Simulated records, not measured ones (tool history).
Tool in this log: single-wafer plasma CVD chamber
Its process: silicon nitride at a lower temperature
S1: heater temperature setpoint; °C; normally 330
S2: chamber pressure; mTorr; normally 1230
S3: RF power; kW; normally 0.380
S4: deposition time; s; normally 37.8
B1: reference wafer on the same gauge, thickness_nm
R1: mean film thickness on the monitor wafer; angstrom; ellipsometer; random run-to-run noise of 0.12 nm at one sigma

run   hour   S1    S2     S3    S4      B1      R1
  1    0.0  322  1230  0.380  37.8  41.817  471.72
  2   16.0  322  1230  0.380  37.8  41.838  468.96
  3   28.6  330  1230  0.380  37.8  41.824  469.33
  4   43.6  330  1230  0.380  37.8  41.791  470.23
  5   55.4  330  1230  0.380  37.8  41.803  467.73
  6   67.1  330  1230  0.380  37.8  41.817  469.80
      73.4  -- gauge calibrated
      89.1  -- thermocouple changed; heater temperature recalibrated
  7   89.6  330  1230  0.380  37.8  41.825  468.79
  8   92.8  330  1010  0.420  45.0  41.794  561.84
  9  100.5  343   960  0.425  34.4  41.781  426.32
 10  113.1  340  1230  0.380  37.8  41.803  467.10
     128.3  -- showerhead replaced
     129.9  -- RF generator calibrated
 11  130.4  335  1370  0.335  45.0  41.815  555.51
 12  138.9  330  1230  0.380  37.8  41.788  490.22
 13  154.8  324   980  0.350  42.0  41.804  489.46
 14  162.5  345  1230  0.405  37.8  41.801  504.33
 15  173.1  322  1230  0.380  37.8  41.784  489.24
 16  184.8  330  1450  0.435  37.8  41.752  550.80
 17  199.8  340  1230  0.455  37.8  41.797  541.29
 18  217.1  343  1230  0.340  37.8  41.790  452.42
 19  228.1  330  1230  0.380  37.8  41.769  488.53
 20  239.4  324  1230  0.440  37.8  41.797  531.35
 21  251.5  330  1230  0.380  37.8  41.790  487.41
 22  303.4  330  1070  0.330  35.3  41.789  402.01
 23  309.7  330  1230  0.380  37.8  41.826  485.95
 24  322.1  322  1230  0.425  37.8  41.753  521.03
 25  339.9  340  1320  0.435  31.3  41.819  444.26
 26  348.2  330  1230  0.380  42.9  41.764  551.54
 27  365.9  323  1400  0.405  40.7  41.776  564.14
 28  379.1  330  1230  0.380  37.8  41.795  486.89

Pick out some run-to-run changes in R1. Of each, how much would a tool without hidden state show as well, from the settings, what came in and chance, and how much is left for the hidden state and any gauge scatter not in both results compared?
Hidden conditions of the tool in this case: wafer temperature above the value expected at the setpoint (K); delivered RF power above the setpoint (%); true pressure above the setpoint (%); gauge reads high (%).
Run 8 -> 9: S1 330 -> 343, S2 1010 -> 960, S3 0.420 -> 0.425, S4 45.0 -> 34.4. R1 -135.52 angstrom: hidden state +6.18, all else -141.70.
Run 10 -> 11: S1 340 -> 335, S2 1230 -> 1370, S3 0.380 -> 0.335, S4 37.8 -> 45.0, showerhead replaced, RF generator calibrated. R1 +88.41 angstrom: hidden state +20.23, all else +68.18.
Run 25 -> 26: S1 340 -> 330, S2 1320 -> 1230, S3 0.435 -> 0.380, S4 31.3 -> 42.9. R1 +107.28 angstrom: hidden state -1.33, all else +108.61.

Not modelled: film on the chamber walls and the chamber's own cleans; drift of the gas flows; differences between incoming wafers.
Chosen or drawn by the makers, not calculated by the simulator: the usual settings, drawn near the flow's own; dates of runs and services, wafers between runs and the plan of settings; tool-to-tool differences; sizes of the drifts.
